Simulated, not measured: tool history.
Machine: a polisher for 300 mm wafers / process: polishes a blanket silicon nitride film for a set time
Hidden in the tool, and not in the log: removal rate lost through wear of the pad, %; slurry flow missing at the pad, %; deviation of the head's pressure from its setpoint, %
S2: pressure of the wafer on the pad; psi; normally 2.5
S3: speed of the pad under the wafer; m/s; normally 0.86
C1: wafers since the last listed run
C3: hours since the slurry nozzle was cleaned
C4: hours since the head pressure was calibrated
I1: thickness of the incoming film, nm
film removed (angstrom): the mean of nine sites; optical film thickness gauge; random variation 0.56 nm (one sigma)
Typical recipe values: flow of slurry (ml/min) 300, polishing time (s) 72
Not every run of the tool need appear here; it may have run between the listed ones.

{"run": 1, "hour": 0.0, "flow of slurry (ml/min)": 300, "S2": 2.5, "S3": 0.86, "polishing time (s)": 72, "C1": 0, "wafers polished on this pad": 1544, "C3": 167.7, "C4": 1091.4, "I1": 511.8, "film removed (angstrom)": 651}
{"hour": 19.1, "done": "head pressure recalibrated"}
{"run": 2, "hour": 51.6, "flow of slurry (ml/min)": 300, "S2": 2.5, "S3": 0.86, "polishing time (s)": 72, "C1": 432, "wafers polished on this pad": 1977, "C3": 219.3, "C4": 32.5, "I1": 510.7, "film removed (angstrom)": 718}
{"run": 3, "hour": 77.3, "flow of slurry (ml/min)": 300, "S2": 2.5, "S3": 0.86, "polishing time (s)": 72, "C1": 224, "wafers polished on this pad": 2201, "C3": 245, "C4": 58.2, "I1": 511.7, "film removed (angstrom)": 723}
{"hour": 149.5, "done": "worn pad replaced by a new one"}
{"run": 4, "hour": 150.0, "flow of slurry (ml/min)": 300, "S2": 2.5, "S3": 0.86, "polishing time (s)": 72, "C1": 599, "wafers polished on this pad": 4, "C3": 317.7, "C4": 130.9, "I1": 519.2, "film removed (angstrom)": 711}
{"run": 5, "hour": 171.8, "flow of slurry (ml/min)": 300, "S2": 2, "S3": 0.86, "polishing time (s)": 72, "C1": 190, "wafers polished on this pad": 194, "C3": 339.5, "C4": 152.7, "I1": 513, "film removed (angstrom)": 568}
{"run": 6, "hour": 237.0, "flow of slurry (ml/min)": 300, "S2": 2, "S3": 0.86, "polishing time (s)": 72, "C1": 568, "wafers polished on this pad": 762, "C3": 404.7, "C4": 217.9, "I1": 505.7, "film removed (angstrom)": 560}
{"run": 7, "hour": 278.7, "flow of slurry (ml/min)": 300, "S2": 2, "S3": 0.86, "polishing time (s)": 72, "C1": 363, "wafers polished on this pad": 1126, "C3": 446.4, "C4": 259.6, "I1": 501.2, "film removed (angstrom)": 558}
{"run": 8, "hour": 343.8, "flow of slurry (ml/min)": 300, "S2": 2.5, "S3": 0.86, "polishing time (s)": 72, "C1": 567, "wafers polished on this pad": 1694, "C3": 511.5, "C4": 324.7, "I1": 512.7, "film removed (angstrom)": 704}
{"run": 9, "hour": 368.1, "flow of slurry (ml/min)": 300, "S2": 2.5, "S3": 0.96, "polishing time (s)": 72, "C1": 211, "wafers polished on this pad": 1906, "C3": 535.8, "C4": 349, "I1": 507.7, "film removed (angstrom)": 768}
{"run": 10, "hour": 413.3, "flow of slurry (ml/min)": 300, "S2": 2.5, "S3": 0.86, "polishing time (s)": 56, "C1": 394, "wafers polished on this pad": 2300, "C3": 581, "C4": 394.2, "I1": 519.7, "film removed (angstrom)": 537}
{"run": 11, "hour": 453.0, "flow of slurry (ml/min)": 300, "S2": 2.5, "S3": 0.86, "polishing time (s)": 56, "C1": 346, "wafers polished on this pad": 2646, "C3": 620.7, "C4": 433.9, "I1": 506, "film removed (angstrom)": 537}
{"hour": 474.3, "done": "slurry nozzle cleaned"}
{"run": 12, "hour": 479.7, "flow of slurry (ml/min)": 300, "S2": 2.5, "S3": 0.86, "polishing time (s)": 72, "C1": 224, "wafers polished on this pad": 2870, "C3": 5.4, "C4": 460.6, "I1": 519.1, "film removed (angstrom)": 684}
{"run": 13, "hour": 519.8, "flow of slurry (ml/min)": 300, "S2": 2.5, "S3": 0.86, "polishing time (s)": 72, "C1": 349, "wafers polished on this pad": 3220, "C3": 45.5, "C4": 500.7, "I1": 512.9, "film removed (angstrom)": 684}
{"hour": 531.0, "done": "worn pad replaced by a new one"}
{"run": 14, "hour": 544.1, "flow of slurry (ml/min)": 300, "S2": 2.5, "S3": 0.86, "polishing time (s)": 72, "C1": 177, "wafers polished on this pad": 114, "C3": 69.8, "C4": 525, "I1": 510, "film removed (angstrom)": 685}
{"run": 15, "hour": 571.3, "flow of slurry (ml/min)": 380, "S2": 2.5, "S3": 0.86, "polishing time (s)": 72, "C1": 237, "wafers polished on this pad": 351, "C3": 97, "C4": 552.2, "I1": 505.6, "film removed (angstrom)": 695}
{"run": 16, "hour": 615.0, "flow of slurry (ml/min)": 300, "S2": 2.5, "S3": 0.86, "polishing time (s)": 72, "C1": 381, "wafers polished on this pad": 732, "C3": 140.7, "C4": 595.9, "I1": 513.1, "film removed (angstrom)": 686}
{"run": 17, "hour": 654.3, "flow of slurry (ml/min)": 300, "S2": 2.5, "S3": 0.86, "polishing time (s)": 97, "C1": 342, "wafers polished on this pad": 1075, "C3": 180, "C4": 635.2, "I1": 505.9, "film removed (angstrom)": 902}
{"run": 18, "hour": 714.3, "flow of slurry (ml/min)": 300, "S2": 2.5, "S3": 1.02, "polishing time (s)": 72, "C1": 523, "wafers polished on this pad": 1598, "C3": 240, "C4": 695.2, "I1": 509.2, "film removed (angstrom)": 784}
{"run": 19, "hour": 741.1, "flow of slurry (ml/min)": 300, "S2": 2.5, "S3": 0.86, "polishing time (s)": 72, "C1": 233, "wafers polished on this pad": 1832, "C3": 266.8, "C4": 722, "I1": 507.8, "film removed (angstrom)": 675}
{"run": 20, "hour": 801.2, "flow of slurry (ml/min)": 300, "S2": 2.5, "S3": 0.86, "polishing time (s)": 72, "C1": 524, "wafers polished on this pad": 2356, "C3": 326.9, "C4": 782.1, "I1": 501, "film removed (angstrom)": 667}
{"run": 21, "hour": 843.6, "flow of slurry (ml/min)": 300, "S2": 2.5, "S3": 0.86, "polishing time (s)": 87, "C1": 369, "wafers polished on this pad": 2726, "C3": 369.3, "C4": 824.5, "I1": 516.4, "film removed (angstrom)": 800}
{"run": 22, "hour": 897.5, "flow of slurry (ml/min)": 245, "S2": 2.5, "S3": 0.74, "polishing time (s)": 58, "C1": 470, "wafers polished on this pad": 3196, "C3": 423.2, "C4": 878.4, "I1": 507.2, "film removed (angstrom)": 462}
{"run": 23, "hour": 940.2, "flow of slurry (ml/min)": 375, "S2": 2.5, "S3": 0.96, "polishing time (s)": 54, "C1": 372, "wafers polished on this pad": 3569, "C3": 465.9, "C4": 921.1, "I1": 521.5, "film removed (angstrom)": 558}
{"hour": 958.9, "done": "worn pad replaced by a new one"}
{"run": 24, "hour": 973.1, "flow of slurry (ml/min)": 235, "S2": 2.5, "S3": 1.02, "polishing time (s)": 96, "C1": 252, "wafers polished on this pad": 123, "C3": 498.8, "C4": 954, "I1": 511, "film removed (angstrom)": 961}
{"hour": 1002.8, "done": "head pressure recalibrated"}
{"run": 25, "hour": 1016.9, "flow of slurry (ml/min)": 300, "S2": 2.5, "S3": 0.86, "polishing time (s)": 72, "C1": 364, "wafers polished on this pad": 488, "C3": 542.6, "C4": 14.1, "I1": 512.1, "film removed (angstrom)": 712}
{"hour": 1041.5, "done": "slurry nozzle cleaned"}
{"run": 26, "hour": 1069.8, "flow of slurry (ml/min)": 335, "S2": 2.5, "S3": 0.98, "polishing time (s)": 95, "C1": 452, "wafers polished on this pad": 940, "C3": 28.3, "C4": 67, "I1": 506.4, "film removed (angstrom)": 1055}
{"run": 27, "hour": 1099.0, "flow of slurry (ml/min)": 240, "S2": 2.5, "S3": 1.1, "polishing time (s)": 72, "C1": 254, "wafers polished on this pad": 1195, "C3": 57.5, "C4": 96.2, "I1": 505.3, "film removed (angstrom)": 836}
{"run": 28, "hour": 1136.2, "flow of slurry (ml/min)": 300, "S2": 2.5, "S3": 0.86, "polishing time (s)": 72, "C1": 324, "wafers polished on this pad": 1519, "C3": 94.7, "C4": 133.4, "I1": 506.6, "film removed (angstrom)": 711}
{"run": 29, "hour": 1187.0, "flow of slurry (ml/min)": 300, "S2": 2.1, "S3": 1.04, "polishing time (s)": 53, "C1": 443, "wafers polished on this pad": 1963, "C3": 145.5, "C4": 184.2, "I1": 504.9, "film removed (angstrom)": 508}
{"run": 30, "hour": 1253.8, "flow of slurry (ml/min)": 330, "S2": 2.5, "S3": 0.86, "polishing time (s)": 48, "C1": 582, "wafers polished on this pad": 2545, "C3": 212.3, "C4": 251, "I1": 518.1, "film removed (angstrom)": 474}
{"run": 31, "hour": 1286.8, "flow of slurry (ml/min)": 325, "S2": 3, "S3": 0.94, "polishing time (s)": 83, "C1": 287, "wafers polished on this pad": 2833, "C3": 245.3, "C4": 284, "I1": 511.8, "film removed (angstrom)": 1032}
{"run": 32, "hour": 1323.3, "flow of slurry (ml/min)": 300, "S2": 1.7, "S3": 0.86, "polishing time (s)": 72, "C1": 318, "wafers polished on this pad": 3151, "C3": 281.8, "C4": 320.5, "I1": 504.1, "film removed (angstrom)": 476}
{"hour": 1373.2, "done": "worn pad replaced by a new one"}
{"run": 33, "hour": 1373.5, "flow of slurry (ml/min)": 335, "S2": 2.5, "S3": 0.66, "polishing time (s)": 64, "C1": 402, "wafers polished on this pad": 3, "C3": 332, "C4": 370.7, "I1": 511.2, "film removed (angstrom)": 501}
{"run": 34, "hour": 1442.6, "flow of slurry (ml/min)": 300, "S2": 2.9, "S3": 0.86, "polishing time (s)": 90, "C1": 602, "wafers polished on this pad": 605, "C3": 401.1, "C4": 439.8, "I1": 509.9, "film removed (angstrom)": 999}
{"run": 35, "hour": 1486.4, "flow of slurry (ml/min)": 325, "S2": 3, "S3": 0.94, "polishing time (s)": 83, "C1": 382, "wafers polished on this pad": 987, "C3": 444.9, "C4": 483.6, "I1": 512.2, "film removed (angstrom)": 1033}
{"run": 36, "hour": 1541.6, "flow of slurry (ml/min)": 220, "S2": 2, "S3": 1.12, "polishing time (s)": 59, "C1": 481, "wafers polished on this pad": 1469, "C3": 500.1, "C4": 538.8, "I1": 505.8, "film removed (angstrom)": 531}

Predict each of these 5 candidate next runs independently; none follows another, all start after run 36:
{"run": "A", "hour": 1542.0, "flow of slurry (ml/min)": 300, "S2": 2.5, "S3": 0.66, "polishing time (s)": 72, "C1": 3, "wafers polished on this pad": 1472, "C3": 500.5, "C4": 539.2, "I1": 506.7, "film removed (angstrom)": "?"}
{"run": "B", "hour": 1542.0, "flow of slurry (ml/min)": 300, "S2": 2.5, "S3": 1.12, "polishing time (s)": 72, "C1": 3, "wafers polished on this pad": 1472, "C3": 500.5, "C4": 539.2, "I1": 506.7, "film removed (angstrom)": "?"}
{"run": "C", "hour": 1542.0, "flow of slurry (ml/min)": 390, "S2": 1.8, "S3": 0.86, "polishing time (s)": 90, "C1": 3, "wafers polished on this pad": 1472, "C3": 500.5, "C4": 539.2, "I1": 506.7, "film removed (angstrom)": "?"}
{"run": "D", "hour": 1542.0, "flow of slurry (ml/min)": 300, "S2": 2.8, "S3": 0.86, "polishing time (s)": 72, "C1": 3, "wafers polished on this pad": 1472, "C3": 500.5, "C4": 539.2, "I1": 506.7, "film removed (angstrom)": "?"}
{"run": "E", "hour": 1542.0, "flow of slurry (ml/min)": 365, "S2": 2.5, "S3": 0.86, "polishing time (s)": 72, "C1": 3, "wafers polished on this pad": 1472, "C3": 500.5, "C4": 539.2, "I1": 506.7, "film removed (angstrom)": "?"}

run=A film_removed_(angstrom)=552
run=B film_removed_(angstrom)=843
run=C film_removed_(angstrom)=628
run=D film_removed_(angstrom)=765
run=E film_removed_(angstrom)=695
Had the tool no hidden state, the same runs would have come out as:
run=A film_removed_(angstrom)=585
run=B film_removed_(angstrom)=892
run=C film_removed_(angstrom)=665
run=D film_removed_(angstrom)=809
run=E film_removed_(angstrom)=735
